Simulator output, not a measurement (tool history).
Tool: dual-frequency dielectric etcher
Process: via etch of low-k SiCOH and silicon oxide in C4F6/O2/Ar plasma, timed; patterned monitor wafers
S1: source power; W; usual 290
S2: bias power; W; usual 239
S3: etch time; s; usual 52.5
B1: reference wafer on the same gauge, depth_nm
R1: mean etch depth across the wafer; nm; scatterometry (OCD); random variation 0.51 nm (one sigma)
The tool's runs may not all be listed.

{"run": 1, "day": 0.0, "S1": 290, "S2": 239, "S3": 52.5, "B1": 130.9, "R1": 125.1}
{"run": 2, "day": 2.604, "S1": 290, "S2": 239, "S3": 52.5, "B1": 131.1, "R1": 124.7}
{"run": 3, "day": 3.658, "S1": 290, "S2": 239, "S3": 52.5, "B1": 131, "R1": 124.1}
{"run": 4, "day": 5.375, "S1": 290, "S2": 239, "S3": 52.5, "B1": 131.4, "R1": 124.8}
{"run": 5, "day": 8.104, "S1": 290, "S2": 239, "S3": 52.5, "B1": 131, "R1": 123.5}
{"run": 6, "day": 9.55, "S1": 290, "S2": 239, "S3": 52.5, "B1": 130.8, "R1": 124.1}
{"run": 7, "day": 12.567, "S1": 290, "S2": 239, "S3": 52.5, "B1": 131, "R1": 124.3}
{"run": 8, "day": 14.646, "S1": 310, "S2": 239, "S3": 52.5, "B1": 131, "R1": 127.7}
{"run": 9, "day": 17.417, "S1": 310, "S2": 239, "S3": 52.5, "B1": 131.1, "R1": 128.3}
{"run": 10, "day": 19.95, "S1": 350, "S2": 203, "S3": 68.5, "B1": 131.1, "R1": 164.4}
{"run": 11, "day": 21.096, "S1": 350, "S2": 270, "S3": 57, "B1": 130.6, "R1": 151.7}
{"run": 12, "day": 22.788, "S1": 350, "S2": 275, "S3": 52.5, "B1": 131, "R1": 140.6}
{"run": 13, "day": 26.533, "S1": 290, "S2": 239, "S3": 52.5, "B1": 131.1, "R1": 124.4}
{"run": 14, "day": 27.375, "S1": 350, "S2": 239, "S3": 57, "B1": 130.9, "R1": 144.9}
{"run": 15, "day": 29.892, "S1": 290, "S2": 239, "S3": 52.5, "B1": 130.9, "R1": 124.5}
{"run": 16, "day": 32.542, "S1": 290, "S2": 239, "S3": 52.5, "B1": 130.6, "R1": 125}
{"run": 17, "day": 34.188, "S1": 290, "S2": 291, "S3": 52.5, "B1": 131, "R1": 134.8}
{"run": 18, "day": 37.012, "S1": 290, "S2": 260, "S3": 42.5, "B1": 131.2, "R1": 104.4}

Taken out of this log: 5 entries between the listed runs. Where each belongs, and how the hidden state differs across it:
Between runs 6 and 7: wet clean of the chamber (day 12.546)
  no hidden state differs between the two runs
Between runs 9 and 10: gauge calibrated (day 18.138)
  no hidden state differs between the two runs
Between runs 12 and 13: source power generator calibrated (day 24.025); upper electrode replaced (day 26.512)
  no hidden state differs between the two runs
Between runs 14 and 15: bias power generator calibrated (day 28.85)
  no hidden state differs between the two runs

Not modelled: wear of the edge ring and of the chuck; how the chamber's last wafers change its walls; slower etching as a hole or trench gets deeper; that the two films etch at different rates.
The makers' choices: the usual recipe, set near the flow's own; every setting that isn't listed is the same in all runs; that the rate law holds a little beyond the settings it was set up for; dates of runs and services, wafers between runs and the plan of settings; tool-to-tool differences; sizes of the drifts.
